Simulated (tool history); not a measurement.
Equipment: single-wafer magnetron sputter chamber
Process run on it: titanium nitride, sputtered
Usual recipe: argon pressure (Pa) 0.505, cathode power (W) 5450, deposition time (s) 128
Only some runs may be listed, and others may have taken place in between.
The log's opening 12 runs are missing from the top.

run	hour	argon pressure (Pa)	cathode power (W)	deposition time (s)	wafers since the last listed run	wafers on the sputter target	hours since the last manometer calibration	hours since the magnet pack was replaced	hours since the gauge calibration	read-back reference wafer on the same gauge, thickness_nm	mean film thickness on the monitor wafer (Å)
13	795.5	0.505	5450	128	985	2985	2320.7	10055.2	1973.7	103.982	1184.37
14	853.5	0.505	5450	128	645	3630	2378.7	10113.2	2031.7	104.048	1186.51
15	930.7	0.505	5450	128	858	4489	2455.9	10190.4	2108.9	103.923	1189.2
16	1002.1	0.505	5450	128	794	5284	2527.3	10261.8	2180.3	104.005	1181.56
17	1101.7	0.308	6750	143	1108	6392	2626.9	10361.4	2279.9	104.018	1696.3
18	1202	0.629	5450	115	1116	7508	2727.2	10461.7	2380.2	103.967	1023.15
# hour 1247.1: magnet pack replaced
19	1264	0.505	5450	128	600	8109	2789.2	16.9	2442.2	104.042	1177.26
20	1314.7	0.304	5450	113	564	8673	2839.9	67.6	2492.9	103.923	1099.78
21	1359.4	0.505	5450	103	497	9171	2884.6	112.3	2537.6	103.923	950.66
# hour 1377.8: gauge calibrated
# hour 1429.5: sputter target and shields replaced
22	1456.1	0.505	5450	128	986	296	2981.3	209	78.3	103.968	1183.01
# hour 1517.8: capacitance manometer re-zeroed and calibrated
23	1534.4	0.505	5450	128	782	1078	16.6	287.3	156.6	103.944	1195.39
24	1621.2	0.505	5450	128	965	2044	103.4	374.1	243.4	103.942	1194.78
25	1659	0.505	4450	128	420	2464	141.2	411.9	281.2	104.019	1002.64
26	1740.6	0.353	5450	121	907	3372	222.8	493.5	362.8	104.015	1187.2
27	1837.5	0.505	6150	116	1078	4451	319.7	590.4	459.7	103.947	1212.55
28	1941.1	0.607	6450	150	1152	5603	423.3	694	563.3	104.035	1603.12
29	2022	0.505	5450	143	900	6503	504.2	774.9	644.2	104.046	1335.62
30	2087.2	0.505	4150	141	725	7229	569.4	840.1	709.4	103.875	1040.51
# hour 2171: sputter target and shields replaced
31	2171.5	0.414	6000	148	848	5	653.7	924.4	793.7	104.064	1546.6
32	2258.8	0.505	5450	128	971	977	741	1011.7	881	104.113	1204.17
33	2296.7	0.505	5450	150	421	1398	778.9	1049.6	918.9	104.044	1402.93
34	2385.3	0.43	6750	142	985	2384	867.5	1138.2	1007.5	103.992	1642.98
35	2484.2	0.628	6350	113	1100	3485	966.4	1237.1	1106.4	103.935	1171.1
36	2557.9	0.309	6400	153	820	4305	1040.1	1310.8	1180.1	104.037	1743.57

Branching from run 36: 3 alternative next runs. What would each branch give?
A	2558.3	0.505	5950	128	4	4309	1040.5	1311.2	1180.5	?	?
B	2558.3	0.615	6500	111	4	4309	1040.5	1311.2	1180.5	?	?
C	2558.3	0.505	4200	128	4	4309	1040.5	1311.2	1180.5	?	?

run	read-back reference wafer on the same gauge, thickness_nm	mean film thickness on the monitor wafer (Å)
A	104.062	1294.89
B	104.062	1181.52
C	104.062	952.21
What these runs would have given with no unlogged condition in the tool:
run	mean film thickness on the monitor wafer (Å)
A	1300.23
B	1187.1
C	956.14
